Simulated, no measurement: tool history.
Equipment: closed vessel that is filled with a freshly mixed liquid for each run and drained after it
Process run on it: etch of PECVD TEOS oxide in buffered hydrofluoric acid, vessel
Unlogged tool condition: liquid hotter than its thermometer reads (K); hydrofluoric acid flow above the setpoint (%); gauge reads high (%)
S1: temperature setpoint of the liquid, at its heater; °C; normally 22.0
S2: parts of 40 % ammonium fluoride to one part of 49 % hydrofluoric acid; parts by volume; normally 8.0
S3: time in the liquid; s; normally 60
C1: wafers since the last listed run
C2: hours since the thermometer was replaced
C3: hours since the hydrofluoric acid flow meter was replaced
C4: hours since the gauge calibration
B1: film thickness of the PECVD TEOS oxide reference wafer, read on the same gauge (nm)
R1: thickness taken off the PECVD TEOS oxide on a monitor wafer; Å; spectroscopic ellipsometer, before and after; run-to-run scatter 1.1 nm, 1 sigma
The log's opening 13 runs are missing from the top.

run	hour	S1	S2	S3	C1	C2	C3	C4	B1	R1
14	1184.2	25.5	8.0	85	7448	2247.9	393.0	558.8	29.98	2672.4
# hour 1242.7: thermometer replaced
15	1276.7	26.0	8.0	90	6604	34.0	485.5	651.3	30.02	2810.8
16	1346.5	19.5	8.0	60	5038	103.8	555.3	721.1	30.01	1312.7
17	1434.0	25.5	8.0	60	6315	191.3	642.8	808.6	30.01	1823.5
18	1474.2	19.5	8.0	60	2901	231.5	683.0	848.8	29.97	1331.2
19	1526.1	20.0	5.0	70	3746	283.4	734.9	900.7	29.99	2428.4
20	1577.8	22.0	8.0	80	3731	335.1	786.6	952.4	30.02	2016.3
21	1665.2	23.5	8.0	60	6308	422.5	874.0	1039.8	29.99	1641.9
22	1757.2	17.5	10.0	35	6640	514.5	966.0	1131.8	30.01	557.8
23	1860.4	20.0	8.0	35	7448	617.7	1069.2	1235.0	30.00	783.4
# hour 1867.9: hydrofluoric acid flow meter replaced
24	1934.1	24.5	9.5	40	5247	691.4	66.2	1308.7	29.97	988.5
25	2021.3	26.5	9.5	45	6294	778.6	153.4	1395.9	30.00	1249.8
26	2105.1	22.0	8.0	60	6048	862.4	237.2	1479.7	29.99	1529.3
27	2165.3	23.5	8.0	45	4345	922.6	297.4	1539.9	29.98	1239.6
28	2202.6	19.0	8.0	60	2692	959.9	334.7	1577.2	29.99	1292.6
29	2482.6	22.0	8.0	60	20210	1239.9	614.7	1857.2	30.00	1522.1
30	2704.0	22.0	8.0	60	15980	1461.3	836.1	2078.6	30.03	1550.6
31	2745.7	22.0	6.0	85	3009	1503.0	877.8	2120.3	29.99	2853.6

Expected results for the next run?
32	2993.9	18.0	10.0	30	17914	1751.2	1126.0	2368.5	?	?

Logged for run 32: B1 29.97, R1 503.7 Å.
Were there no unlogged condition in the tool, this run, its random variation unchanged, would have produced R1 489.7 Å.

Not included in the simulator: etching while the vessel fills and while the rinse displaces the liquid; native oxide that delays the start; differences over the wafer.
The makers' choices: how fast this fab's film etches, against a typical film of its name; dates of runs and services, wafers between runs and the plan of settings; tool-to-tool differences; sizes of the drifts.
